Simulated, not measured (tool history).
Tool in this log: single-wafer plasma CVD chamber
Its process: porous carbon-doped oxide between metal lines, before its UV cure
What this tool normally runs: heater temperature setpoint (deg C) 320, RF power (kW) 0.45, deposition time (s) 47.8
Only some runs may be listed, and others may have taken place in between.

run,hour,heater temperature setpoint (deg C),RF power (kW),deposition time (s),wafers since the last listed run,hours since the last thermocouple change,hours since the last RF generator calibration,hours since the showerhead was replaced,hours since the gauge calibration,"read-back reference wafer on the same gauge, thickness_nm",mean film thickness on the monitor wafer (angstrom)
1,0,320,0.45,47.8,0,1478.5,1744.2,8407.4,184.8,183.049,1915.15
2,11.4,320,0.45,47.8,159,1489.9,1755.6,8418.8,196.2,182.733,1909.79
3,22.8,323,0.45,53.7,159,1501.3,1767,8430.2,207.6,182.808,2106.84
4,40.2,323,0.45,53.7,242,1518.7,1784.4,8447.6,225,183.103,2094.77
5,48.9,323,0.45,53.7,121,1527.4,1793.1,8456.3,233.7,183.005,2099.77
6,62.1,320,0.45,47.8,184,1540.6,1806.3,8469.5,246.9,183.121,1905.88
7,68.3,320,0.45,47.8,86,1546.8,1812.5,8475.7,253.1,183.269,1900.98
8,77.8,325,0.45,47.8,132,1556.3,1822,8485.2,262.6,182.935,1855.26
9,88.9,325,0.45,47.8,154,1567.4,1833.1,8496.3,273.7,183,1859.17
10,104,325,0.45,47.8,210,1582.5,1848.2,8511.4,288.8,182.948,1851.29
11,120.6,320,0.53,54.6,231,1599.1,1864.8,8528,305.4,183.045,2402.64
12,136.1,320,0.45,47.8,216,1614.6,1880.3,8543.5,320.9,182.964,1901.35
13,151.3,331,0.535,47.8,212,1629.8,1895.5,8558.7,336.1,182.968,1974.36
# hour 166.8: thermocouple changed; heater temperature recalibrated
14,167.3,320,0.49,55.8,111,0.5,1911.5,8574.7,352.1,182.98,2339.98
15,219.6,332,0.45,47.8,729,52.8,1963.8,8627,404.4,182.966,1786.43
# hour 235.8: showerhead replaced
# hour 236.1: gauge calibrated
16,269.6,306,0.45,47.8,585,102.8,2013.8,33.8,33.5,182.956,2064.24
17,286.1,333,0.425,41.6,230,119.3,2030.3,50.3,50,183.033,1483.36
18,299.1,332,0.385,55.2,181,132.3,2043.3,63.3,63,183.104,1857.61
19,311.4,309,0.41,44.8,171,144.6,2055.6,75.6,75.3,182.943,1796.98
# hour 323.4: RF generator calibrated
20,323.9,325,0.45,47.8,62,157.1,0.5,88.1,87.8,183.239,1935.94
21,365.6,320,0.45,47.8,581,198.8,42.2,129.8,129.5,182.917,1995.5
22,379.2,320,0.525,41.4,189,212.4,55.8,143.4,143.1,183.269,1899.67
23,393.7,333,0.45,47.8,202,226.9,70.3,157.9,157.6,182.774,1858
24,402.3,313,0.45,47.8,119,235.5,78.9,166.5,166.2,182.705,2077.75
25,420.1,325,0.45,47.8,248,253.3,96.7,184.3,184,183.02,1945.79
26,432.5,320,0.45,47.8,172,265.7,109.1,196.7,196.4,182.844,2006.91
27,440.1,320,0.45,47.8,106,273.3,116.7,204.3,204,182.919,1996.8
28,457.4,320,0.45,40.1,241,290.6,134,221.6,221.3,182.913,1684.57
29,468.9,314,0.485,44.6,160,302.1,145.5,233.1,232.8,183.183,2018.97
30,485.2,320,0.54,52.9,227,318.4,161.8,249.4,249.1,182.808,2441.79
31,493.9,320,0.51,51.4,121,327.1,170.5,258.1,257.8,182.839,2289.16
32,500.4,320,0.45,47.8,90,333.6,177,264.6,264.3,183.009,1988.33
33,509.8,311,0.515,42.9,131,343,186.4,274,273.7,183.126,2029.43
34,516.9,320,0.45,47.8,99,350.1,193.5,281.1,280.8,182.957,1981.46

Hidden state or all else? Some run-to-run changes of mean film thickness on the monitor wafer (angstrom), split into what the settings, what came in and random variation would give without the hidden state, and what is left for the hidden state (with any gauge scatter that isn't in both results):
Hidden conditions of the tool in this case: wafer temperature above the value expected at the setpoint (K); delivered RF power above the setpoint (%); gauge reads high (%).
Run 10 -> 11: heater temperature setpoint (deg C) 325 -> 320, RF power (kW) 0.45 -> 0.53, deposition time (s) 47.8 -> 54.6. mean film thickness on the monitor wafer (angstrom) +551.35: hidden state -13.08, all else +564.43.
Run 14 -> 15: heater temperature setpoint (deg C) 320 -> 332, RF power (kW) 0.49 -> 0.45, deposition time (s) 55.8 -> 47.8. mean film thickness on the monitor wafer (angstrom) -553.55: hidden state +14.57, all else -568.12.
Run 16 -> 17: heater temperature setpoint (deg C) 306 -> 333, RF power (kW) 0.45 -> 0.425, deposition time (s) 47.8 -> 41.6. mean film thickness on the monitor wafer (angstrom) -580.88: hidden state +34.13, all else -615.01.
Run 17 -> 18: heater temperature setpoint (deg C) 333 -> 332, RF power (kW) 0.425 -> 0.385, deposition time (s) 41.6 -> 55.2. mean film thickness on the monitor wafer (angstrom) +374.25: hidden state -25.37, all else +399.62.
Run 19 -> 20: heater temperature setpoint (deg C) 309 -> 325, RF power (kW) 0.41 -> 0.45, deposition time (s) 44.8 -> 47.8, RF generator calibrated. mean film thickness on the monitor wafer (angstrom) +138.96: hidden state +101.92, all else +37.04.
